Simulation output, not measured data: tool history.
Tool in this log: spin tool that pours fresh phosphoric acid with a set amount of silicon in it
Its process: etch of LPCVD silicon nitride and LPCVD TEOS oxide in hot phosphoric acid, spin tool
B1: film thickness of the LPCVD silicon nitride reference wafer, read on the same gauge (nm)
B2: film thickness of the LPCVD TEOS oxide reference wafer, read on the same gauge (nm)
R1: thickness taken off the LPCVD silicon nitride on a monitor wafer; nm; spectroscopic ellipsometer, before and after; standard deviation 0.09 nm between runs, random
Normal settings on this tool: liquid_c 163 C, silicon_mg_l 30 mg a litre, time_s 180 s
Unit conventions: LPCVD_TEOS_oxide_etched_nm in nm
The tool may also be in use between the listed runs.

run 1 hour=0 | liquid_c=163 silicon_mg_l=30 time_s=210 | B1=79.98 B2=130.011 | R1=21.63 LPCVD_TEOS_oxide_etched_nm=0.38
run 2 hour=48.1 | liquid_c=163 silicon_mg_l=30 time_s=210 | B1=80 B2=130.014 | R1=21.44 LPCVD_TEOS_oxide_etched_nm=0.438
run 3 hour=109.8 | liquid_c=163 silicon_mg_l=30 time_s=180 | B1=79.98 B2=129.978 | R1=18.48 LPCVD_TEOS_oxide_etched_nm=0.305
run 4 hour=166.1 | liquid_c=163 silicon_mg_l=30 time_s=180 | B1=80.02 B2=130.053 | R1=18.44 LPCVD_TEOS_oxide_etched_nm=0.25
run 5 hour=238.7 | liquid_c=163 silicon_mg_l=30 time_s=180 | B1=80.01 B2=130.038 | R1=18.33 LPCVD_TEOS_oxide_etched_nm=0.308
run 6 hour=278.3 | liquid_c=161 silicon_mg_l=30 time_s=180 | B1=80.02 B2=130.019 | R1=17.33 LPCVD_TEOS_oxide_etched_nm=0.316
run 7 hour=326.6 | liquid_c=163 silicon_mg_l=30 time_s=105 | B1=79.97 B2=130.002 | R1=10.73 LPCVD_TEOS_oxide_etched_nm=0.175
run 8 hour=414.4 | liquid_c=163 silicon_mg_l=30 time_s=105 | B1=79.99 B2=129.979 | R1=10.63 LPCVD_TEOS_oxide_etched_nm=0.156
-- hour=414.7 gauge calibrated
run 9 hour=512.5 | liquid_c=163 silicon_mg_l=30 time_s=105 | B1=80.01 B2=129.959 | R1=10.56 LPCVD_TEOS_oxide_etched_nm=0.213
run 10 hour=570.1 | liquid_c=163 silicon_mg_l=30 time_s=180 | B1=80 B2=130.003 | R1=18.01 LPCVD_TEOS_oxide_etched_nm=0.31
-- hour=608.8 heated supply line repaired
run 11 hour=618.6 | liquid_c=163 silicon_mg_l=30 time_s=180 | B1=80.02 B2=130.011 | R1=18.17 LPCVD_TEOS_oxide_etched_nm=0.335
-- hour=634.3 dissolved silicon flow meter replaced
run 12 hour=661.4 | liquid_c=161.5 silicon_mg_l=47 time_s=180 | B1=80.06 B2=130.038 | R1=17.18 LPCVD_TEOS_oxide_etched_nm=0.096
run 13 hour=697.7 | liquid_c=163 silicon_mg_l=30 time_s=180 | B1=79.96 B2=130.003 | R1=17.89 LPCVD_TEOS_oxide_etched_nm=0.283
run 14 hour=749.4 | liquid_c=163 silicon_mg_l=30 time_s=150 | B1=79.98 B2=130.021 | R1=15.03 LPCVD_TEOS_oxide_etched_nm=0.218
run 15 hour=822.6 | liquid_c=165.5 silicon_mg_l=12 time_s=180 | B1=80 B2=129.994 | R1=19.47 LPCVD_TEOS_oxide_etched_nm=0.463
run 16 hour=875.3 | liquid_c=164.5 silicon_mg_l=37.5 time_s=95 | B1=80.01 B2=130.017 | R1=9.89 LPCVD_TEOS_oxide_etched_nm=0.116
-- hour=887.5 thermometer replaced
run 17 hour=946.7 | liquid_c=164.5 silicon_mg_l=15.5 time_s=265 | B1=79.95 B2=129.966 | R1=29.02 LPCVD_TEOS_oxide_etched_nm=1.034
run 18 hour=1010.9 | liquid_c=161.5 silicon_mg_l=30 time_s=110 | B1=79.95 B2=130.024 | R1=10.83 LPCVD_TEOS_oxide_etched_nm=0.192
run 19 hour=1072.1 | liquid_c=163 silicon_mg_l=8.5 time_s=180 | B1=79.95 B2=129.969 | R1=18.51 LPCVD_TEOS_oxide_etched_nm=0.545
run 20 hour=1152.6 | liquid_c=163 silicon_mg_l=30 time_s=275 | B1=80.04 B2=129.987 | R1=28.06 LPCVD_TEOS_oxide_etched_nm=0.453

3 options for the next run, each taken on its own from the tool as it stands now. Forecast them:
run A hour=1153.1 | liquid_c=163 silicon_mg_l=30 time_s=180 | B1=? B2=? | R1=? LPCVD_TEOS_oxide_etched_nm=?
run B hour=1153.1 | liquid_c=165 silicon_mg_l=6.5 time_s=100 | B1=? B2=? | R1=? LPCVD_TEOS_oxide_etched_nm=?
run C hour=1153.1 | liquid_c=165 silicon_mg_l=30 time_s=270 | B1=? B2=? | R1=? LPCVD_TEOS_oxide_etched_nm=?

run=A B1=79.94 B2=129.956 R1=18.39 LPCVD_TEOS_oxide_etched_nm=0.27
run=B B1=79.94 B2=129.956 R1=10.91 LPCVD_TEOS_oxide_etched_nm=0.337
run=C B1=79.94 B2=129.956 R1=29.47 LPCVD_TEOS_oxide_etched_nm=0.468
With no hidden state in the tool, these same runs would have given:
run=A R1=18.83 LPCVD_TEOS_oxide_etched_nm=0.284
run=B R1=11.18 LPCVD_TEOS_oxide_etched_nm=0.355
run=C R1=30.17 LPCVD_TEOS_oxide_etched_nm=0.494

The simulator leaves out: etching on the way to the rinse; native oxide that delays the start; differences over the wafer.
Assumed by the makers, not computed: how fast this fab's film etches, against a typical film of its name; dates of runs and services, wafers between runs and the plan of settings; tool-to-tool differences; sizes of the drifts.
